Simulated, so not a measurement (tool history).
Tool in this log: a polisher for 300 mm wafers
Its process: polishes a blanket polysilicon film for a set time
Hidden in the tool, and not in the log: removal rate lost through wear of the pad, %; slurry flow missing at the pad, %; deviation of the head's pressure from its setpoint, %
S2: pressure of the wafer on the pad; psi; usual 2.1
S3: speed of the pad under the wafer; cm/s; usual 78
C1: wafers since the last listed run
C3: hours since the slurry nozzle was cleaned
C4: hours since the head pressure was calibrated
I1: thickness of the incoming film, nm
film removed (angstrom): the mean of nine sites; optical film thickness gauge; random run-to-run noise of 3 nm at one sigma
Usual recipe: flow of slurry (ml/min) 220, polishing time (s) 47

Run 1, day 0: usual settings; C1 0; wafers polished on this pad 1298; C3 242; C4 666; I1 1678.6. Result: film removed (angstrom) 1896.
Run 2, day 3.879: usual settings; C1 1347; wafers polished on this pad 2646; C3 335.1; C4 759.1; I1 1655.3. Result: film removed (angstrom) 1899.
Run 3, day 7.175: usual settings; C1 1144; wafers polished on this pad 3790; C3 414.2; C4 838.2; I1 1648.4. Result: film removed (angstrom) 1899.
Run 4, day 11.412: usual settings; C1 1471; wafers polished on this pad 5262; C3 515.9; C4 939.9; I1 1669.4. Result: film removed (angstrom) 1929.
Run 5, day 14.238: usual settings; C1 981; wafers polished on this pad 6243; C3 583.7; C4 1007.7; I1 1668.1. Result: film removed (angstrom) 1876.
At day 15.333: slurry nozzle cleaned.
Run 6, day 16.842: usual settings; C1 890; wafers polished on this pad 7133; C3 36.2; C4 1070.2; I1 1682.6. Result: film removed (angstrom) 1894.
At day 17.596: worn pad replaced by a new one.
Run 7, day 19.462: usual settings; C1 852; wafers polished on this pad 648; C3 99.1; C4 1133.1; I1 1660.7. Result: film removed (angstrom) 1826.
Run 8, day 21.654: usual settings but polishing time (s) 57; C1 761; wafers polished on this pad 1409; C3 151.7; C4 1185.7; I1 1667.2. Result: film removed (angstrom) 2280.
At day 22.596: head pressure recalibrated.
Run 9, day 24.542: usual settings but polishing time (s) 57; C1 973; wafers polished on this pad 2383; C3 221; C4 46.7; I1 1659.1. Result: film removed (angstrom) 2399.
Run 10, day 27.662: usual settings; C1 1083; wafers polished on this pad 3467; C3 295.9; C4 121.6; I1 1659.1. Result: film removed (angstrom) 1995.
Run 11, day 31.862: usual settings; C1 1458; wafers polished on this pad 4926; C3 396.7; C4 222.4; I1 1676.9. Result: film removed (angstrom) 1986.
Run 12, day 36.179: usual settings; C1 1499; wafers polished on this pad 6425; C3 500.3; C4 326; I1 1652.9. Result: film removed (angstrom) 1968.
Run 13, day 37.862: usual settings but S3 90 cm/s; C1 584; wafers polished on this pad 7010; C3 540.7; C4 366.4; I1 1663.3. Result: film removed (angstrom) 2265.
At day 38.167: slurry nozzle cleaned.
Run 14, day 39.762: usual settings but S3 90 cm/s; C1 645; wafers polished on this pad 7656; C3 38.3; C4 412; I1 1670.7. Result: film removed (angstrom) 2229.
At day 42.067: worn pad replaced by a new one.
Run 15, day 43.617: usual settings but flow of slurry (ml/min) 180, S2 2.5 psi; C1 1280; wafers polished on this pad 538; C3 130.8; C4 504.5; I1 1685.2. Result: film removed (angstrom) 2246.
Run 16, day 46.6: usual settings but S2 2.7 psi; C1 1036; wafers polished on this pad 1574; C3 202.4; C4 576.1; I1 1640.5. Result: film removed (angstrom) 2367.
Run 17, day 48.688: usual settings but flow of slurry (ml/min) 190, S3 70 cm/s; C1 725; wafers polished on this pad 2299; C3 252.5; C4 626.2; I1 1660.2. Result: film removed (angstrom) 1689.
Run 18, day 51.65: usual settings but polishing time (s) 61; C1 1028; wafers polished on this pad 3328; C3 323.6; C4 697.3; I1 1628. Result: film removed (angstrom) 2467.
Run 19, day 56.05: usual settings but polishing time (s) 42; C1 1528; wafers polished on this pad 4856; C3 429.2; C4 802.9; I1 1652.4. Result: film removed (angstrom) 1692.
Run 20, day 59.154: usual settings; C1 1078; wafers polished on this pad 5934; C3 503.7; C4 877.4; I1 1635.7. Result: film removed (angstrom) 1880.
Run 21, day 61.967: usual settings but polishing time (s) 31; C1 976; wafers polished on this pad 6911; C3 571.2; C4 944.9; I1 1671.7. Result: film removed (angstrom) 1242.
At day 65.029: slurry nozzle cleaned.
Run 22, day 66.179: usual settings but flow of slurry (ml/min) 185, polishing time (s) 42; C1 1448; wafers polished on this pad 8360; C3 27.6; C4 1046; I1 1649.3. Result: film removed (angstrom) 1637.
At day 66.825: worn pad replaced by a new one.
Run 23, day 68.012: usual settings but flow of slurry (ml/min) 200, S3 90 cm/s, polishing time (s) 57; C1 578; wafers polished on this pad 411; C3 71.6; C4 1090; I1 1650.9. Result: film removed (angstrom) 2582.
Run 24, day 69.658: usual settings but flow of slurry (ml/min) 180; C1 571; wafers polished on this pad 983; C3 111.1; C4 1129.5; I1 1663.7. Result: film removed (angstrom) 1793.
Run 25, day 72.708: usual settings but S2 1.4 psi, S3 98 cm/s; C1 1059; wafers polished on this pad 2042; C3 184.3; C4 1202.7; I1 1645.2. Result: film removed (angstrom) 1663.
At day 74.667: head pressure recalibrated.
Run 26, day 76.504: usual settings; C1 1289; wafers polished on this pad 3332; C3 275.4; C4 44.1; I1 1683.4. Result: film removed (angstrom) 1986.
Run 27, day 78.488: usual settings; C1 688; wafers polished on this pad 4021; C3 323; C4 91.7; I1 1679. Result: film removed (angstrom) 1955.
Run 28, day 82.438: usual settings; C1 1371; wafers polished on this pad 5393; C3 417.8; C4 186.5; I1 1635. Result: film removed (angstrom) 1976.
Run 29, day 85.608: usual settings but flow of slurry (ml/min) 190, S2 1.8 psi; C1 1101; wafers polished on this pad 6494; C3 493.9; C4 262.6; I1 1668.4. Result: film removed (angstrom) 1685.
At day 87.362: slurry nozzle cleaned.
At day 89.321: worn pad replaced by a new one.
Run 30, day 89.542: usual settings but S3 68 cm/s; C1 1293; wafers polished on this pad 77; C3 52.3; C4 357; I1 1661.4. Result: film removed (angstrom) 1694.
Run 31, day 91.092: usual settings; C1 538; wafers polished on this pad 615; C3 89.5; C4 394.2; I1 1636.8. Result: film removed (angstrom) 1950.
Run 32, day 93.188: usual settings; C1 727; wafers polished on this pad 1343; C3 139.8; C4 444.5; I1 1643.3. Result: film removed (angstrom) 1902.
Run 33, day 96.062: usual settings; C1 998; wafers polished on this pad 2342; C3 208.8; C4 513.5; I1 1682.1. Result: film removed (angstrom) 1882.
Run 34, day 101.179: usual settings but S2 2.6 psi, polishing time (s) 33; C1 1777; wafers polished on this pad 4119; C3 331.6; C4 636.3; I1 1659.8. Result: film removed (angstrom) 1597.
Run 35, day 105.025: usual settings; C1 1335; wafers polished on this pad 5455; C3 423.9; C4 728.6; I1 1689.7. Result: film removed (angstrom) 1909.
Run 36, day 107.088: usual settings but S3 50 cm/s, polishing time (s) 58; C1 716; wafers polished on this pad 6171; C3 473.4; C4 778.1; I1 1665.3. Result: film removed (angstrom) 1444.

State the hidden condition of the tool at each of the runs:
removal rate lost through wear of the pad, %: 0 in every run
slurry flow missing at the pad, %: 0 in every run
H1: deviation of the head's pressure from its setpoint, %
run       H1
  1    -5.08
  2    -5.89
  3    -6.57
  4    -7.45
  5    -8.04
  6    -8.58
  7    -9.13
  8    -9.58
  9  0.00656
 10   -0.642
 11    -1.51
 12    -2.41
 13    -2.76
 14    -3.16
 15    -3.96
 16    -4.58
 17    -5.01
 18    -5.63
 19    -6.54
 20    -7.18
 21    -7.77
 22    -8.64
 23    -9.02
 24    -9.37
 25      -10
 26    -2.11
 27    -2.53
 28    -3.35
 29       -4
 30    -4.82
 31    -5.14
 32    -5.58
 33    -6.18
 34    -7.24
 35    -8.04
 36    -8.47

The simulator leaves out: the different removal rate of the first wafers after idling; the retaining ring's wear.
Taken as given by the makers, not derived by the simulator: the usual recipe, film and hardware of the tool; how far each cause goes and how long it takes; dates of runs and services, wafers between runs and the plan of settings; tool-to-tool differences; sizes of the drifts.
